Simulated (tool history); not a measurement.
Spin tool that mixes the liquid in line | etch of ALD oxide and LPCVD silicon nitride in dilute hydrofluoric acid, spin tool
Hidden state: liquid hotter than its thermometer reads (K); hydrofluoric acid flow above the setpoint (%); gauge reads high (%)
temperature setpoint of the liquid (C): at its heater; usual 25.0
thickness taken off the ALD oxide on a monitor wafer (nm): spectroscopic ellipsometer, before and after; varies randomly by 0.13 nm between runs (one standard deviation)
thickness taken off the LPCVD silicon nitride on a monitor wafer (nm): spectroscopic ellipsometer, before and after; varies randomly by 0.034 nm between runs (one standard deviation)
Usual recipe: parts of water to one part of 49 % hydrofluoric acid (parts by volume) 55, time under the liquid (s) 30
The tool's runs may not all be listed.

run	hour	temperature setpoint of the liquid (C)	parts of water to one part of 49 % hydrofluoric acid (parts by volume)	time under the liquid (s)	wafers since the last listed run	hours since the thermometer was replaced	hours since the hydrofluoric acid flow meter was replaced	hours since the gauge calibration	read-back film thickness of the ALD oxide reference wafer, read on the same gauge (nm)	read-back film thickness of the LPCVD silicon nitride reference wafer, read on the same gauge (nm)	thickness taken off the ALD oxide on a monitor wafer (nm)	thickness taken off the LPCVD silicon nitride on a monitor wafer (nm)
1	0.0	25.0	40	30	0	333.2	692.2	1559.2	60.03	110.007	24.89	0.489
2	58.9	25.0	40	30	548	392.1	751.1	1618.1	59.98	109.994	24.82	0.424
3	157.0	25.0	40	30	913	490.2	849.2	1716.2	60.04	110.009	25.30	0.383
4	231.9	25.0	55	30	697	565.1	924.1	1791.1	59.98	109.998	17.70	0.306
5	327.4	25.0	55	20	889	660.6	1019.6	1886.6	60.01	110.004	11.89	0.264
6	409.1	25.0	55	30	761	742.3	1101.3	1968.3	60.00	110.013	17.99	0.331
7	462.7	25.0	55	30	499	795.9	1154.9	2021.9	59.98	109.992	18.21	0.314
8	569.1	25.0	45	30	991	902.3	1261.3	2128.3	60.02	110.009	22.81	0.332
9	630.2	25.0	55	30	569	963.4	1322.4	2189.4	60.00	109.999	18.13	0.309
10	732.0	29.0	55	30	948	1065.2	1424.2	2291.2	59.99	109.996	21.72	0.373
11	773.1	20.5	85	30	382	1106.3	1465.3	2332.3	60.00	110.003	9.50	0.163
# hour 803.6: gauge calibrated
12	854.6	25.0	55	15	759	1187.8	1546.8	51.0	59.99	110.001	9.15	0.174
# hour 926.6: hydrofluoric acid flow meter replaced
13	957.9	25.0	65	15	953	1291.1	31.3	154.3	60.02	110.002	7.02	0.127
14	1011.6	25.0	40	30	500	1344.8	85.0	208.0	60.01	109.993	23.66	0.394
15	1105.8	21.5	25	20	877	1439.0	179.2	302.2	60.02	110.005	22.47	0.331
16	1147.7	28.5	55	15	390	1480.9	221.1	344.1	59.98	110.003	9.87	0.179
17	1235.9	25.0	55	45	821	1569.1	309.3	432.3	60.00	109.995	25.75	0.460
18	1281.8	25.0	55	30	427	1615.0	355.2	478.2	59.99	110.007	17.24	0.321
19	1320.1	25.0	40	45	356	1653.3	393.5	516.5	59.95	110.003	36.14	0.649
20	1419.9	20.0	65	15	929	1753.1	493.3	616.3	60.00	110.009	5.78	0.092
21	1481.0	25.0	55	30	569	1814.2	554.4	677.4	60.01	109.997	17.44	0.253
22	1549.1	25.0	55	45	634	1882.3	622.5	745.5	60.01	109.992	25.84	0.435
23	1599.9	25.0	55	30	473	1933.1	673.3	796.3	60.03	110.001	17.52	0.276
24	1655.3	27.0	55	30	516	1988.5	728.7	851.7	60.00	109.980	19.03	0.381
25	1717.6	21.5	65	15	580	2050.8	791.0	914.0	60.03	110.009	6.34	0.103
26	1763.4	25.0	55	40	426	2096.6	836.8	959.8	59.95	110.012	23.46	0.386

4 options for the next run, each taken on its own from the tool as it stands now. Forecast them:
A	1763.8	25.0	30	30	3	2097.0	837.2	960.2	?	?	?	?
B	1763.8	28.0	70	30	3	2097.0	837.2	960.2	?	?	?	?
C	1763.8	30.0	65	40	3	2097.0	837.2	960.2	?	?	?	?
D	1763.8	21.5	55	20	3	2097.0	837.2	960.2	?	?	?	?

run	read-back film thickness of the ALD oxide reference wafer, read on the same gauge (nm)	read-back film thickness of the LPCVD silicon nitride reference wafer, read on the same gauge (nm)	thickness taken off the ALD oxide on a monitor wafer (nm)	thickness taken off the LPCVD silicon nitride on a monitor wafer (nm)
A	59.99	109.978	33.61	0.484
B	59.99	109.978	15.41	0.258
C	59.99	109.978	24.09	0.420
D	59.99	109.978	10.23	0.141
Without the tool's hidden state the same runs would have given:
run	thickness taken off the ALD oxide on a monitor wafer (nm)	thickness taken off the LPCVD silicon nitride on a monitor wafer (nm)
A	32.06	0.463
B	14.66	0.246
C	22.92	0.402
D	9.75	0.135

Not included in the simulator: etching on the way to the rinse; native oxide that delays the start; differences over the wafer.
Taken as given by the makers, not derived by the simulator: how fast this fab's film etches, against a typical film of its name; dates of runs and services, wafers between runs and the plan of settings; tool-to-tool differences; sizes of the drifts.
